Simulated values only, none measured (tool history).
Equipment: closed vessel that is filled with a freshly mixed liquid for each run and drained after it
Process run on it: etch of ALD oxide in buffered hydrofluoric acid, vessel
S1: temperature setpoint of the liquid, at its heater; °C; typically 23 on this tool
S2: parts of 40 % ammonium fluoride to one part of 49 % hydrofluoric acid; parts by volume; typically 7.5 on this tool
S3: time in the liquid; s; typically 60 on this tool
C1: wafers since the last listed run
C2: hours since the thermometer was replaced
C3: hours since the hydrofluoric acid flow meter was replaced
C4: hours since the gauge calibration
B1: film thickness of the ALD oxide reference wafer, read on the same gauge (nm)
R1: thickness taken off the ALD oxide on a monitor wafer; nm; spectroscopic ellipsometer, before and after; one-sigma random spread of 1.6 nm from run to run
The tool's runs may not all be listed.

| run | hour | S1 | S2 | S3 | C1 | C2 | C3 | C4 | B1 | R1 |
|---|---|---|---|---|---|---|---|---|---|---|
| 1 | 0 | 23 | 7.5 | 60 | 0 | 1431.6 | 653.2 | 447.2 | 40.01 | 198.95 |
| 2 | 10.2 | 23 | 7.5 | 60 | 1448 | 1441.8 | 663.4 | 457.4 | 40.01 | 197.35 |
| 3 | 21 | 23 | 7.5 | 60 | 1533 | 1452.6 | 674.2 | 468.2 | 39.99 | 198.55 |
| 4 | 35.2 | 23 | 7.5 | 60 | 2016 | 1466.8 | 688.4 | 482.4 | 40.01 | 199.24 |
| 5 | 49.5 | 23 | 7.5 | 60 | 2030 | 1481.1 | 702.7 | 496.7 | 40 | 197.67 |
| 6 | 64.6 | 19.5 | 8.5 | 60 | 2143 | 1496.2 | 717.8 | 511.8 | 40.01 | 141.28 |
| 7 | 73.2 | 19.5 | 8.5 | 60 | 1220 | 1504.8 | 726.4 | 520.4 | 40 | 142.51 |
| 8 | 81 | 19.5 | 8.5 | 60 | 1107 | 1512.6 | 734.2 | 528.2 | 39.99 | 142.27 |
| 9 | 94.4 | 23 | 7.5 | 60 | 1902 | 1526 | 747.6 | 541.6 | 40.01 | 197.8 |
| 10 | 110.3 | 23 | 7.5 | 60 | 2257 | 1541.9 | 763.5 | 557.5 | 39.99 | 197.79 |
| 11 | 118 | 23 | 7.5 | 60 | 1093 | 1549.6 | 771.2 | 565.2 | 40 | 198.54 |
|  | 131.8 | gauge calibrated |
| 12 | 132.9 | 23 | 7.5 | 60 | 2115 | 1564.5 | 786.1 | 1.1 | 39.99 | 198.09 |
| 13 | 148.5 | 23 | 7.5 | 60 | 2214 | 1580.1 | 801.7 | 16.7 | 40.01 | 198.16 |
| 14 | 194.6 | 23 | 7.5 | 60 | 6545 | 1626.2 | 847.8 | 62.8 | 40 | 198.53 |
|  | 196.3 | hydrofluoric acid flow meter replaced |
| 15 | 212.4 | 23 | 7.5 | 60 | 2385 | 1644 | 16.1 | 80.6 | 39.99 | 196.43 |
|  | 223 | thermometer replaced |
| 16 | 223.5 | 25.5 | 5.5 | 60 | 1433 | 0.5 | 27.2 | 91.7 | 40.01 | 300.95 |
| 17 | 234 | 23 | 7.5 | 60 | 1490 | 11 | 37.7 | 102.2 | 40.02 | 199.71 |
| 18 | 240.9 | 19 | 10 | 60 | 979 | 17.9 | 44.6 | 109.1 | 40.01 | 121.75 |
| 19 | 257.6 | 23 | 10 | 60 | 2370 | 34.6 | 61.3 | 125.8 | 40.02 | 150.65 |
| 20 | 272.4 | 23 | 8.5 | 90 | 2101 | 49.4 | 76.1 | 140.6 | 39.99 | 257.63 |
| 21 | 288.9 | 23 | 5 | 60 | 2342 | 65.9 | 92.6 | 157.1 | 39.98 | 284.14 |
| 22 | 296.7 | 27 | 6 | 45 | 1107 | 73.7 | 100.4 | 164.9 | 39.99 | 227.98 |
| 23 | 310.2 | 23 | 7.5 | 60 | 1916 | 87.2 | 113.9 | 178.4 | 39.99 | 198.95 |
| 24 | 318.4 | 23 | 7.5 | 60 | 1164 | 95.4 | 122.1 | 186.6 | 39.98 | 197.95 |
| 25 | 335.4 | 25 | 5 | 35 | 2413 | 112.4 | 139.1 | 203.6 | 40.01 | 186.04 |
| 26 | 349.5 | 23 | 7.5 | 80 | 2001 | 126.5 | 153.2 | 217.7 | 40.02 | 262 |
| 27 | 363.3 | 20 | 7.5 | 50 | 1959 | 140.3 | 167 | 231.5 | 39.98 | 139.56 |
| 28 | 378 | 23 | 7.5 | 75 | 2087 | 155 | 181.7 | 246.2 | 40.02 | 248.43 |
| 29 | 391.4 | 23 | 7.5 | 60 | 1902 | 168.4 | 195.1 | 259.6 | 40.01 | 197.57 |
| 30 | 421.4 | 23 | 5.5 | 60 | 4259 | 198.4 | 225.1 | 289.6 | 39.99 | 259.19 |
| 31 | 431.6 | 23 | 8.5 | 90 | 1448 | 208.6 | 235.3 | 299.8 | 39.99 | 256.1 |
| 32 | 444.9 | 25.5 | 9 | 35 | 1888 | 221.9 | 248.6 | 313.1 | 40.01 | 107.3 |
| 33 | 458.3 | 19 | 7.5 | 60 | 1902 | 235.3 | 262 | 326.5 | 39.99 | 157.9 |

What if the next run were any one of these 5? Each begins from the tool's condition after run 33:
| A | 459 | 23 | 7.5 | 40 | 99 | 236 | 262.7 | 327.2 | ? | ? |
| B | 459 | 27 | 5 | 60 | 99 | 236 | 262.7 | 327.2 | ? | ? |
| C | 459 | 23 | 7.5 | 45 | 99 | 236 | 262.7 | 327.2 | ? | ? |
| D | 459 | 26.5 | 10 | 60 | 99 | 236 | 262.7 | 327.2 | ? | ? |
| E | 459 | 28 | 9.5 | 60 | 99 | 236 | 262.7 | 327.2 | ? | ? |

| run | B1 | R1 |
|---|---|---|
| A | 40.02 | 129.22 |
| B | 40.02 | 345.62 |
| C | 40.02 | 145.38 |
| D | 40.02 | 180.01 |
| E | 40.02 | 201.41 |
Take away the tool's hidden state, keep each run's random variation, and the runs would have read:
| run | R1 |
|---|---|
| A | 129.22 |
| B | 345.62 |
| C | 145.38 |
| D | 180.01 |
| E | 201.41 |
